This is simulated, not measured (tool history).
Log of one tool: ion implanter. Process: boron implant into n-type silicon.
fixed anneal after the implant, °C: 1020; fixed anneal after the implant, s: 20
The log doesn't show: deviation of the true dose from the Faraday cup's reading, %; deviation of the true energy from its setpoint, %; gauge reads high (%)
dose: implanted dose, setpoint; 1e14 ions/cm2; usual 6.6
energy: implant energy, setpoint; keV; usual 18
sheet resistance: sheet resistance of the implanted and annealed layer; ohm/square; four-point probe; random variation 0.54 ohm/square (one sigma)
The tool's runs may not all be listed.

run	hour	dose	energy	wafers since the last listed run	hours since the last dose calibration	hours since the extraction supply was calibrated	hours since the gauge calibration	read-back reference wafer on the same gauge, sheet resistance	sheet resistance
1	0	5.35	23	0	244.7	1812.5	467.3	152.05	198.79
2	51.4	7.1	16.5	658	296.1	1863.9	518.7	151.94	160.71
3	135.8	7.1	16.5	1080	380.5	1948.3	603.1	152.02	161.61
4	181.7	7.1	16.5	587	426.4	1994.2	649	151.9	160.8
5	227.2	6.6	19.5	582	471.9	2039.7	694.5	152.07	168.62
# hour 266.3: extraction supply calibrated
# hour 279.8: Faraday cup replaced and dose calibrated
6	302.1	6.6	19.5	754	22.3	35.8	769.4	151.92	168.62
7	392.7	6.6	18	1160	112.9	126.4	860	151.86	169.41
8	492.3	6.6	18	1275	212.5	226	959.6	152.11	170.27
9	590.9	6.6	18	1262	311.1	324.6	1058.2	152.03	170.13
10	665.5	6.6	20	955	385.7	399.2	1132.8	152.02	168.18
11	702.4	5.85	18	472	422.6	436.1	1169.7	151.99	188.47
12	766.1	6.6	22	815	486.3	499.8	1233.4	151.94	167.19
13	818.3	6.6	22	668	538.5	552	1285.6	151.89	166.37
# hour 829.5: Faraday cup replaced and dose calibrated
14	925.9	6.6	22	1275	96.4	659.6	1393.2	151.96	166.15
15	977.6	6.6	20.5	662	148.1	711.3	1444.9	152.04	167.93
16	1054	6.6	20.5	978	224.5	787.7	1521.3	151.83	168.43
17	1125.5	6.6	20.5	915	296	859.2	1592.8	152.06	168.39
18	1169.1	6.6	16	558	339.6	902.8	1636.4	152.08	171.15
# hour 1205.3: gauge calibrated
19	1226.3	6.6	18	732	396.8	960	21	151.95	169.06
20	1289.2	6.6	18	805	459.7	1022.9	83.9	152.04	170.05
# hour 1343.7: Faraday cup replaced and dose calibrated
21	1356.6	5.35	21.5	760	12.9	1090.3	151.3	152.1	199.28
22	1431.4	7.27	24	957	87.7	1165.1	226.1	151.97	152.32
23	1518	5.9	15.5	1109	174.3	1251.7	312.7	151.99	190.28
24	1608.6	7.73	18	1160	264.9	1342.3	403.3	152.06	148.75
25	1713.5	7.48	12.5	1343	369.8	1447.2	508.2	151.85	157.49
26	1779.5	5.35	14	845	435.8	1513.2	574.2	151.99	207.01
27	1831.4	4.76	18	664	487.7	1565.1	626.1	152.07	222.35
# hour 1910.9: Faraday cup replaced and dose calibrated
# hour 2083.8: extraction supply calibrated
28	2120	6.08	24	3491	209.1	36.2	914.7	151.91	177.75
29	2157.8	6.6	18	484	246.9	74	952.5	152.09	170.09
30	2247	6.6	18	1142	336.1	163.2	1041.7	152.14	170.67
31	2321.5	6.6	18	954	410.6	237.7	1116.2	152.08	170.9
32	2369.6	6.6	18	615	458.7	285.8	1164.3	152.04	169.85
33	2459.5	6.6	12.5	1151	548.6	375.7	1254.2	152.02	176.81
# hour 2493.8: Faraday cup replaced and dose calibrated
34	2515.6	6.6	18	615	21.8	431.8	1310.3	152.08	170.5
35	2587.3	6.6	21	918	93.5	503.5	1382	152	167.26

Forecast run 36:
36	2671	4.75	20.5	1071	177.2	587.2	1465.7	?	?

read-back reference wafer on the same gauge, sheet resistance: 151.82
sheet resistance: 220.81 ohm/square
Without the tool's hidden state the same run would have given sheet resistance 220.81 ohm/square.
